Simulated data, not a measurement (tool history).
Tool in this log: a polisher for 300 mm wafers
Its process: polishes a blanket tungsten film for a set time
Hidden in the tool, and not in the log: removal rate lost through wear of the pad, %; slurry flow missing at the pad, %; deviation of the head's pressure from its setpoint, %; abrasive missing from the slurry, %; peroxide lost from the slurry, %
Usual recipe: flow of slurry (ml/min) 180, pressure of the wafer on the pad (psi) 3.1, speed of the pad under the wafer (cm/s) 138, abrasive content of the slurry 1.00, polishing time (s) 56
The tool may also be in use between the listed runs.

| run | hour | flow of slurry (ml/min) | pressure of the wafer on the pad (psi) | speed of the pad under the wafer (cm/s) | abrasive content of the slurry | polishing time (s) | wafers since the last listed run | wafers polished on this pad | hours since the slurry nozzle was cleaned | hours since the head pressure was calibrated | hours since the slurry blender was calibrated | hours since the slurry got fresh peroxide | incoming thickness of the incoming film, nm | film removed (Å) |
|---|---|---|---|---|---|---|---|---|---|---|---|---|---|---|
| 1 | 0.0 | 180 | 3.8 | 138 | 0.75 | 56 | 0 | 3740 | 117.3 | 118.9 | 164.0 | 481.2 | 848.4 | 4088 |
| 2 | 44.0 | 180 | 2.7 | 96 | 0.80 | 61 | 465 | 4206 | 161.3 | 162.9 | 208.0 | 525.2 | 833.2 | 2496 |
|  | 76.8 | slurry tank refilled with fresh slurry and peroxide |
| 3 | 108.5 | 180 | 3.1 | 138 | 1.00 | 56 | 672 | 4878 | 225.8 | 227.4 | 272.5 | 31.7 | 854.3 | 3391 |
|  | 173.6 | worn pad replaced by a new one, of another model than before |
| 4 | 176.9 | 180 | 3.4 | 138 | 0.90 | 56 | 681 | 34 | 294.2 | 295.8 | 340.9 | 100.1 | 843.5 | 3591 |
| 5 | 223.3 | 180 | 2.7 | 94 | 1.20 | 56 | 491 | 525 | 340.6 | 342.2 | 387.3 | 146.5 | 837.2 | 2797 |
| 6 | 279.9 | 180 | 3.1 | 138 | 1.10 | 74 | 599 | 1124 | 397.2 | 398.8 | 443.9 | 203.1 | 841.7 | 4514 |
|  | 296.6 | slurry blender recalibrated |
| 7 | 323.4 | 180 | 3.9 | 138 | 1.00 | 56 | 439 | 1564 | 440.7 | 442.3 | 26.8 | 246.6 | 839.7 | 4116 |
|  | 347.6 | head pressure recalibrated |
| 8 | 362.7 | 180 | 3.1 | 138 | 1.00 | 56 | 394 | 1959 | 480.0 | 15.1 | 66.1 | 285.9 | 834.2 | 3448 |
| 9 | 417.7 | 180 | 3.1 | 138 | 1.15 | 71 | 582 | 2541 | 535.0 | 70.1 | 121.1 | 340.9 | 842.4 | 4470 |
| 10 | 453.6 | 125 | 3.7 | 108 | 1.00 | 40 | 380 | 2921 | 570.9 | 106.0 | 157.0 | 376.8 | 826.7 | 2248 |
| 11 | 493.0 | 215 | 3.1 | 180 | 1.00 | 56 | 417 | 3338 | 610.3 | 145.4 | 196.4 | 416.2 | 852.8 | 3983 |
| 12 | 523.3 | 245 | 3.1 | 138 | 1.00 | 36 | 320 | 3659 | 640.6 | 175.7 | 226.7 | 446.5 | 838.7 | 2339 |
|  | 540.7 | slurry tank refilled with fresh slurry and peroxide |
| 13 | 555.7 | 180 | 3.1 | 106 | 1.00 | 56 | 332 | 3991 | 673.0 | 208.1 | 259.1 | 15.0 | 856.6 | 3154 |
|  | 563.5 | slurry nozzle cleaned |
| 14 | 598.6 | 220 | 3.8 | 138 | 1.00 | 67 | 443 | 4435 | 35.1 | 251.0 | 302.0 | 57.9 | 845.6 | 4892 |
| 15 | 658.2 | 180 | 3.1 | 138 | 1.00 | 37 | 630 | 5066 | 94.7 | 310.6 | 361.6 | 117.5 | 820.4 | 2271 |
|  | 670.9 | worn pad replaced by a new one |
| 16 | 682.7 | 215 | 3.7 | 138 | 1.10 | 62 | 217 | 125 | 119.2 | 335.1 | 386.1 | 142.0 | 836.2 | 4477 |
|  | 729.5 | slurry blender recalibrated |
| 17 | 731.0 | 115 | 2.4 | 138 | 1.00 | 56 | 490 | 615 | 167.5 | 383.4 | 1.5 | 190.3 | 853.3 | 2436 |
| 18 | 757.5 | 180 | 2.8 | 108 | 0.80 | 56 | 280 | 895 | 194.0 | 409.9 | 28.0 | 216.8 | 843.4 | 2916 |
|  | 782.3 | head pressure recalibrated |
| 19 | 828.0 | 180 | 3.1 | 116 | 0.85 | 40 | 725 | 1620 | 264.5 | 45.7 | 98.5 | 287.3 | 838.4 | 2288 |
| 20 | 896.9 | 180 | 2.8 | 108 | 0.80 | 56 | 729 | 2350 | 333.4 | 114.6 | 167.4 | 356.2 | 837.1 | 2845 |
| 21 | 924.7 | 180 | 3.1 | 138 | 0.90 | 56 | 294 | 2644 | 361.2 | 142.4 | 195.2 | 384.0 | 838.6 | 3398 |
| 22 | 990.4 | 160 | 3.1 | 186 | 1.00 | 56 | 695 | 3340 | 426.9 | 208.1 | 260.9 | 449.7 | 832.1 | 3771 |
| 23 | 1029.3 | 180 | 3.1 | 138 | 1.00 | 56 | 411 | 3751 | 465.8 | 247.0 | 299.8 | 488.6 | 855.4 | 3402 |
|  | 1035.1 | slurry tank refilled with fresh slurry and peroxide |
| 24 | 1060.1 | 180 | 4.2 | 156 | 1.00 | 56 | 315 | 4067 | 496.6 | 277.8 | 330.6 | 25.0 | 847.2 | 4440 |
|  | 1117.3 | worn pad replaced by a new one |
| 25 | 1156.4 | 180 | 3.9 | 138 | 1.00 | 56 | 977 | 413 | 592.9 | 374.1 | 426.9 | 121.3 | 840.1 | 3964 |

Consider 5 possible next runs. They are alternatives, not a sequence: every one starts from the tool as it was left by run 25. What does each give?
| A | 1156.8 | 180 | 3.1 | 138 | 1.00 | 56 | 4 | 417 | 593.3 | 374.5 | 427.3 | 121.7 | 836.4 | ? |
| B | 1156.8 | 180 | 3.1 | 168 | 1.00 | 56 | 4 | 417 | 593.3 | 374.5 | 427.3 | 121.7 | 836.4 | ? |
| C | 1156.8 | 120 | 3.8 | 178 | 1.20 | 56 | 4 | 417 | 593.3 | 374.5 | 427.3 | 121.7 | 836.4 | ? |
| D | 1156.8 | 180 | 3.1 | 110 | 0.80 | 41 | 4 | 417 | 593.3 | 374.5 | 427.3 | 121.7 | 836.4 | ? |
| E | 1156.8 | 180 | 3.1 | 138 | 1.00 | 44 | 4 | 417 | 593.3 | 374.5 | 427.3 | 121.7 | 836.4 | ? |

| run | film removed (Å) |
|---|---|
| A | 3380 |
| B | 3660 |
| C | 3847 |
| D | 2212 |
| E | 2655 |
The same runs, with their run-to-run variation unchanged, on a tool lacking any hidden condition would have given:
| run | film removed (Å) |
|---|---|
| A | 3496 |
| B | 3786 |
| C | 3981 |
| D | 2287 |
| E | 2747 |
